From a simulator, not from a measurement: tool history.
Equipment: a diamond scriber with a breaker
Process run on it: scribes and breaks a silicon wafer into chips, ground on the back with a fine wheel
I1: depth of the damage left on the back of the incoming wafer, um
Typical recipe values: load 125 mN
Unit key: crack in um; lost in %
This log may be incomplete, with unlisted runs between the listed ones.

Run 1, day 0: usual settings but load 109 mN; I1 1.91. Result: crack 7.36 um, lost 4.3 %.
Run 2, day 2.638: usual settings but load 109 mN; I1 2.19. Result: crack 7.24 um, lost 5.31 %.
Run 3, day 5.283: usual settings; I1 2.11. Result: crack 8.19 um, lost 2.95 %.
Run 4, day 6.358: usual settings; I1 2.67. Result: crack 8.32 um, lost 4.92 %.
Run 5, day 8.85: usual settings but load 117 mN; I1 2.15. Result: crack 7.85 um, lost 3.76 %.
Run 6, day 10.517: usual settings; I1 2.98. Result: crack 8.26 um, lost 6.53 %.
Run 7, day 18.762: usual settings; I1 2.99. Result: crack 8.3 um, lost 6.47 %.
Run 8, day 20.896: usual settings; I1 2.04. Result: crack 8.42 um, lost 2.81 %.
Run 9, day 22.525: usual settings; I1 1.96. Result: crack 8.43 um, lost 2.72 %.
Run 10, day 25.279: usual settings; I1 2.84. Result: crack 8.31 um, lost 5.87 %.
Run 11, day 27.192: usual settings; I1 1.5. Result: crack 8.3 um, lost 1.82 %.
Run 12, day 29.529: usual settings; I1 2.28. Result: crack 8.6 um, lost 3.47 %.
Run 13, day 31.504: usual settings but load 114 mN; I1 2.19. Result: crack 8.02 um, lost 3.6 %.
Run 14, day 33.179: usual settings but load 162 mN; I1 1.58. Result: crack 10.33 um, lost 8.84 %.
Run 15, day 34.858: usual settings; I1 2.81. Result: crack 8.53 um, lost 5.43 %.
At day 38.062: diamond tip replaced by a new one.
Run 16, day 38.075: usual settings but load 96 mN; I1 1.93. Result: crack 6.69 um, lost 7.65 %.
Run 17, day 40.688: usual settings but load 97 mN; I1 2.61. Result: crack 6.79 um, lost 10.27 %.
Run 18, day 43.088: usual settings but load 89 mN; I1 2.94. Result: crack 6.29 um, lost 20.33 %.
At day 45.779: load on the tip recalibrated.
Run 19, day 45.8: usual settings but load 136 mN; I1 2.05. Result: crack 9.02 um, lost 3.65 %.
Run 20, day 47.121: usual settings but load 158 mN; I1 2.77. Result: crack 10.08 um, lost 8.8 %.
Run 21, day 48.442: usual settings but load 115 mN; I1 2.35. Result: crack 7.67 um, lost 4.84 %.
Run 22, day 49.7: usual settings but load 112 mN; I1 1.79. Result: crack 7.45 um, lost 3.55 %.
Run 23, day 52.575: usual settings but load 117 mN; I1 2. Result: crack 7.55 um, lost 3.35 %.
Run 24, day 53.854: usual settings; I1 2.27. Result: crack 8.14 um, lost 3.5 %.
Run 25, day 55.804: usual settings but load 159 mN; I1 1.78. Result: crack 10.14 um, lost 6.43 %.
Run 26, day 57.425: usual settings but load 117 mN; I1 1.94. Result: crack 7.72 um, lost 3.09 %.
Run 27, day 59.312: usual settings; I1 2.24. Result: crack 8.21 um, lost 3.26 %.

Predict each of these 3 candidate next runs independently; none follows another, all start after run 27:
Run A, day 59.342: usual settings but load 144 mN; I1 2.07. Result: crack ?, lost ?.
Run B, day 59.342: usual settings but load 139 mN; I1 2.07. Result: crack ?, lost ?.
Run C, day 59.342: usual settings but load 156 mN; I1 2.07. Result: crack ?, lost ?.

run  crack  lost
  A   9.32   4.5
  B   9.04  3.79
  C   9.96  6.78
Without the tool's unlogged condition, the same runs would have read:
run  crack  lost
  A    9.1  3.93
  B   8.83  3.36
  C   9.73  5.87

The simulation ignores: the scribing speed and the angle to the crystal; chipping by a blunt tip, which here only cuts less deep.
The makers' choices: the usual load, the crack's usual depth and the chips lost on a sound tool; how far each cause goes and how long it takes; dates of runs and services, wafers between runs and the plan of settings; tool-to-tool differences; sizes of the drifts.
